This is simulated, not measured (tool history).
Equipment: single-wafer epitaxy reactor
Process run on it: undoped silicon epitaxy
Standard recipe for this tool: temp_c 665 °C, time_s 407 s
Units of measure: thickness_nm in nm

run   hour  temp_c  time_s  wafers since the last listed run  hours since the last pyrometer calibration  hours since the gauge calibration  read-back reference wafer on the same gauge, thickness_nm  thickness_nm
  1      0     665     407                                 0                                      2188.7                              521.7                                                    103.982        99.153
  2     32     665     407                               122                                      2220.7                              553.7                                                    103.982        98.708
  3   96.8     665     369                               247                                      2285.5                              618.5                                                    103.971        89.949
  4  166.7     665     407                               267                                      2355.4                              688.4                                                    103.924         99.75
  5  222.3     665     407                               212                                        2411                                744                                                    104.068       100.099
  6  287.3     665     407                               248                                        2476                                809                                                    104.021        100.51
  7    321     657     407                               128                                      2509.7                              842.7                                                    104.008        82.728
  8  346.7     657     407                                98                                      2535.4                              868.4                                                    103.949        83.029
     394.1  -- gauge calibrated
  9  398.3     665     354                               197                                        2587                                4.2                                                    104.029        87.872
     438.1  -- pyrometer calibrated
 10  468.9     651     347                               239                                        30.8                               74.8                                                    103.951         55.68
 11    518     665     442                               187                                        79.9                              123.9                                                    103.958       100.425
 12  567.2     665     407                               188                                       129.1                              173.1                                                    104.009        92.553
 13  603.1     650     462                               137                                         165                                209                                                    104.001        72.534
 14  641.7     658     370                               147                                       203.6                              247.6                                                    103.995        70.612
 15  708.3     674     407                               254                                       270.2                              314.2                                                    103.999       114.202
 16  770.6     660     382                               238                                       332.5                              376.5                                                     104.05        76.853
 17  798.7     665     407                               107                                       360.6                              404.6                                                    104.024        92.366
 18  853.6     675     449                               209                                       415.5                              459.5                                                    103.994       129.403
 19  908.5     670     407                               209                                       470.4                              514.4                                                    104.004       104.215

What if the next run were any one of these 3? Each begins from the tool's condition after run 19:
  A   909     665     327                                 1                                       470.9                              514.9                                                          ?             ?
  B   909     676     474                                 1                                       470.9                              514.9                                                          ?             ?
  C   909     665     382                                 1                                       470.9                              514.9                                                          ?             ?

run  read-back reference wafer on the same gauge, thickness_nm  thickness_nm
  A                                                    104.038        74.162
  B                                                    104.038       139.601
  C                                                    104.038        86.636
With no hidden state in the tool, these same runs would have given:
run  thickness_nm
  A        74.795
  B       140.762
  C        87.376

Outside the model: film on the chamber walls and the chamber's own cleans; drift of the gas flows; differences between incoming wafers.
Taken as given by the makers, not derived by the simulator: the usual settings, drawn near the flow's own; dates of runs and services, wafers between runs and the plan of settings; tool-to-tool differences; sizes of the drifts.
